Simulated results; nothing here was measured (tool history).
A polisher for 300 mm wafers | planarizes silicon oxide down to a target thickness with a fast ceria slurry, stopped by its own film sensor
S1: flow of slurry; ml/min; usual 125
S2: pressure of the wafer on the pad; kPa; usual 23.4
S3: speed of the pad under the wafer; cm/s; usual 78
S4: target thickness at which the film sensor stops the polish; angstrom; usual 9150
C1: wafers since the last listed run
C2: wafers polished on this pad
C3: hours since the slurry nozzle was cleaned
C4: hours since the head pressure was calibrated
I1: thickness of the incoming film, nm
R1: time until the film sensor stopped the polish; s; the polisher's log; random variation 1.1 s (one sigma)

run    day   S1    S2  S3     S4   C1   C2     C3     C4      I1     R1
  1      0  160  23.4  78  12210    0  785  413.9  637.2  2054.1   59.1
  2  0.354  125  23.4  96   9150   65  850  422.4  645.7  2054.1   67.2
     0.554  -- worn pad replaced by a new one
  3  0.892  125  23.4  96   9150   68   61  435.3  658.6  2041.2   64.7
  4  1.312  110  23.4  78   9150   77  139  445.4  668.7  2087.9   89.2
  5  1.921  110  23.4  78   9150  111  250    460  683.3  2096.3     88
  6    2.4  125  23.4  78   7410   88  338  471.5  694.8  2042.9   94.2
  7  3.096  125  23.4  78   7410  127  466  488.2  711.5  2052.7   97.2
  8  3.608  125  23.4  78   9150   94  560  500.5  723.8  2084.2   87.2
  9  3.925  125  23.4  78   9150   58  619  508.1  731.4  2096.7   86.2
 10  4.417  125  23.4  78   9150   90  709  519.9  743.2  2057.6   83.3
     4.704  -- slurry nozzle cleaned
 11    5.1  125  23.4  78   9150  117  827    9.5  759.6  2054.2   85.2
 12  5.458  125  23.4  90   9150   65  893   18.1  768.2  2028.7   71.5
     6.083  -- worn pad replaced by a new one
 13  6.104  155  23.4  78   9150   88    4   33.6  783.7  2064.2   78.8
 14  6.475  125  23.4  78   9150   68   72   42.5  792.6  2071.5   82.3
     6.921  -- head pressure recalibrated
 15  6.942  125    31  78  13100   70  142   53.7    0.5  2038.6   41.8
 16  7.212  145  17.2  78   6660   49  192   60.2      7  2087.3  123.2
 17  7.558  125  23.4  78  10460   63  255   68.5   15.3  2047.7   72.1
 18  8.192  105  30.3  78   9150  116  372   83.7   30.5  2046.7   71.8
 19  8.654  125  23.4  78   9150   84  457   94.8   41.6  2050.5   81.5
 20  9.288  160  23.4  78  12210  116  573    110   56.8    2061   58.7

Forecast each of these 3 alternatives for the next run:
  A  9.304  145  23.4  78   9150   3  576  110.4  57.2  2036   ?
  B  9.304  145  23.4  88  10400   3  576  110.4  57.2  2036   ?
  C  9.304  165  30.3  98  11350   3  576  110.4  57.2  2036   ?

run    R1
  A  81.1
  B  63.9
  C  42.1
Without the tool's hidden state the same runs would have given:
run    R1
  A  77.5
  B    61
  C  40.2
